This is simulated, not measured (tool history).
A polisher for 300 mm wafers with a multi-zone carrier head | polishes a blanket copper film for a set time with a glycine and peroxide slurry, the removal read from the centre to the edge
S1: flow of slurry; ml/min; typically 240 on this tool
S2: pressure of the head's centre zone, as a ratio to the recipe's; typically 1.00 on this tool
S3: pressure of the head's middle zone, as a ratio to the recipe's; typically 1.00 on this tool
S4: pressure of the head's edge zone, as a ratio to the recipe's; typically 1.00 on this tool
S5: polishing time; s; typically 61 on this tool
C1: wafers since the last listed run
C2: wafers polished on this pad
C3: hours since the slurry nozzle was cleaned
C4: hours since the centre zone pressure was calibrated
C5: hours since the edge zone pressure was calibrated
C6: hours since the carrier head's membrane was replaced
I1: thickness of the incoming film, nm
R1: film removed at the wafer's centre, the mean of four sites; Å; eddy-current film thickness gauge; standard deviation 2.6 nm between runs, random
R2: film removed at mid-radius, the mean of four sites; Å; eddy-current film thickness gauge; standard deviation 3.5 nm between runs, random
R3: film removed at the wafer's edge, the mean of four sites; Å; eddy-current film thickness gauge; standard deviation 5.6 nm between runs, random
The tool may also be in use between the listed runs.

| run | hour | S1 | S2 | S3 | S4 | S5 | C1 | C2 | C3 | C4 | C5 | C6 | I1 | R1 | R2 | R3 |
|---|---|---|---|---|---|---|---|---|---|---|---|---|---|---|---|---|
| 1 | 0.0 | 240 | 1.00 | 0.92 | 1.10 | 70 | 0 | 2878 | 12.0 | 293.6 | 259.3 | 315.8 | 1097.3 | 4802 | 4324 | 5068 |
| 2 | 106.1 | 295 | 1.10 | 1.00 | 1.00 | 61 | 786 | 3664 | 118.1 | 399.7 | 365.4 | 421.9 | 1120.4 | 4757 | 4122 | 4284 |
| 3 | 202.5 | 240 | 1.00 | 1.00 | 1.00 | 61 | 714 | 4378 | 214.5 | 496.1 | 461.8 | 518.3 | 1100.3 | 4226 | 4039 | 4225 |
| 4 | 310.4 | 240 | 1.00 | 1.00 | 1.00 | 61 | 799 | 5178 | 322.4 | 604.0 | 569.7 | 626.2 | 1092.4 | 4278 | 4075 | 4319 |
|  | 329.2 | carrier head's membrane replaced by a new one |
| 5 | 378.3 | 240 | 1.00 | 1.00 | 1.00 | 61 | 466 | 5644 | 390.3 | 671.9 | 637.6 | 49.1 | 1106.8 | 4202 | 4016 | 4243 |
|  | 422.3 | worn pad replaced by a new one |
| 6 | 440.9 | 295 | 1.09 | 1.00 | 0.88 | 51 | 434 | 138 | 452.9 | 734.5 | 700.2 | 111.7 | 1117.7 | 3996 | 3494 | 3261 |
| 7 | 516.6 | 240 | 1.00 | 1.00 | 0.94 | 61 | 561 | 699 | 528.6 | 810.2 | 775.9 | 187.4 | 1099.8 | 4234 | 4067 | 4106 |
|  | 567.9 | centre zone pressure recalibrated |
| 8 | 574.2 | 240 | 1.00 | 1.00 | 1.00 | 61 | 412 | 1111 | 586.2 | 6.3 | 833.5 | 245.0 | 1097.0 | 4166 | 4004 | 4139 |
| 9 | 660.3 | 240 | 1.00 | 1.00 | 0.94 | 61 | 638 | 1749 | 672.3 | 92.4 | 919.6 | 331.1 | 1120.9 | 4165 | 4017 | 4087 |
| 10 | 708.1 | 240 | 1.00 | 1.00 | 1.00 | 75 | 354 | 2103 | 720.1 | 140.2 | 967.4 | 378.9 | 1112.3 | 5162 | 4843 | 5194 |
|  | 741.8 | slurry nozzle cleaned |
| 11 | 794.9 | 320 | 0.92 | 1.00 | 1.00 | 81 | 635 | 2739 | 53.1 | 227.0 | 1054.2 | 465.7 | 1118.3 | 5332 | 5488 | 5771 |
| 12 | 895.2 | 240 | 1.06 | 1.04 | 1.00 | 61 | 743 | 3482 | 153.4 | 327.3 | 1154.5 | 566.0 | 1108.9 | 4425 | 4133 | 4224 |
|  | 948.8 | edge zone pressure recalibrated |
|  | 995.5 | carrier head's membrane replaced by a new one |
| 13 | 996.0 | 240 | 1.00 | 1.00 | 1.00 | 61 | 695 | 4177 | 254.2 | 428.1 | 47.2 | 0.5 | 1105.4 | 4238 | 4003 | 4178 |
|  | 1079.8 | worn pad replaced by a new one |
| 14 | 1097.8 | 280 | 0.96 | 0.89 | 1.00 | 49 | 724 | 133 | 356.0 | 529.9 | 149.0 | 102.3 | 1116.8 | 3309 | 2961 | 3423 |
| 15 | 1192.1 | 240 | 0.96 | 1.00 | 1.00 | 61 | 698 | 832 | 450.3 | 624.2 | 243.3 | 196.6 | 1110.4 | 4005 | 4030 | 4134 |
| 16 | 1290.4 | 240 | 0.95 | 1.00 | 1.00 | 50 | 728 | 1560 | 548.6 | 722.5 | 341.6 | 294.9 | 1115.1 | 3294 | 3253 | 3459 |
|  | 1374.6 | centre zone pressure recalibrated |
| 17 | 1389.1 | 240 | 1.00 | 1.00 | 1.00 | 61 | 716 | 2277 | 647.3 | 14.5 | 440.3 | 393.6 | 1114.5 | 4196 | 4055 | 4253 |
| 18 | 1454.9 | 240 | 0.96 | 1.00 | 1.00 | 61 | 487 | 2765 | 713.1 | 80.3 | 506.1 | 459.4 | 1101.6 | 4025 | 4089 | 4083 |
| 19 | 1538.5 | 210 | 0.97 | 1.00 | 1.05 | 71 | 619 | 3384 | 796.7 | 163.9 | 589.7 | 543.0 | 1110.8 | 4648 | 4572 | 4931 |
|  | 1558.0 | slurry nozzle cleaned |
| 20 | 1618.3 | 240 | 1.00 | 1.00 | 1.00 | 46 | 584 | 3968 | 60.3 | 243.7 | 669.5 | 622.8 | 1109.8 | 3143 | 3016 | 3209 |
|  | 1626.0 | carrier head's membrane replaced by a new one |
| 21 | 1706.1 | 240 | 1.00 | 1.00 | 0.92 | 70 | 613 | 4582 | 148.1 | 331.5 | 757.3 | 80.1 | 1113.3 | 4812 | 4617 | 4673 |
| 22 | 1747.9 | 240 | 1.00 | 1.00 | 1.00 | 61 | 309 | 4892 | 189.9 | 373.3 | 799.1 | 121.9 | 1097.2 | 4225 | 3983 | 4174 |

Predict each of these 4 candidate next runs independently; none follows another, all start after run 22:
| A | 1748.3 | 240 | 1.00 | 1.00 | 1.00 | 61 | 2 | 4895 | 190.3 | 373.7 | 799.5 | 122.3 | 1099.4 | ? | ? | ? |
| B | 1748.3 | 240 | 1.05 | 0.97 | 0.93 | 61 | 2 | 4895 | 190.3 | 373.7 | 799.5 | 122.3 | 1099.4 | ? | ? | ? |
| C | 1748.3 | 300 | 1.05 | 1.00 | 1.00 | 61 | 2 | 4895 | 190.3 | 373.7 | 799.5 | 122.3 | 1099.4 | ? | ? | ? |
| D | 1748.3 | 175 | 1.00 | 0.91 | 0.89 | 61 | 2 | 4895 | 190.3 | 373.7 | 799.5 | 122.3 | 1099.4 | ? | ? | ? |

| run | R1 | R2 | R3 |
|---|---|---|---|
| A | 4253 | 4086 | 4304 |
| B | 4467 | 3982 | 4160 |
| C | 4599 | 4193 | 4390 |
| D | 4015 | 3589 | 3929 |
Had the tool no hidden state, the same runs would have come out as:
| run | R1 | R2 | R3 |
|---|---|---|---|
| A | 4253 | 4086 | 4304 |
| B | 4467 | 3982 | 4160 |
| C | 4599 | 4193 | 4390 |
| D | 4015 | 3589 | 3929 |
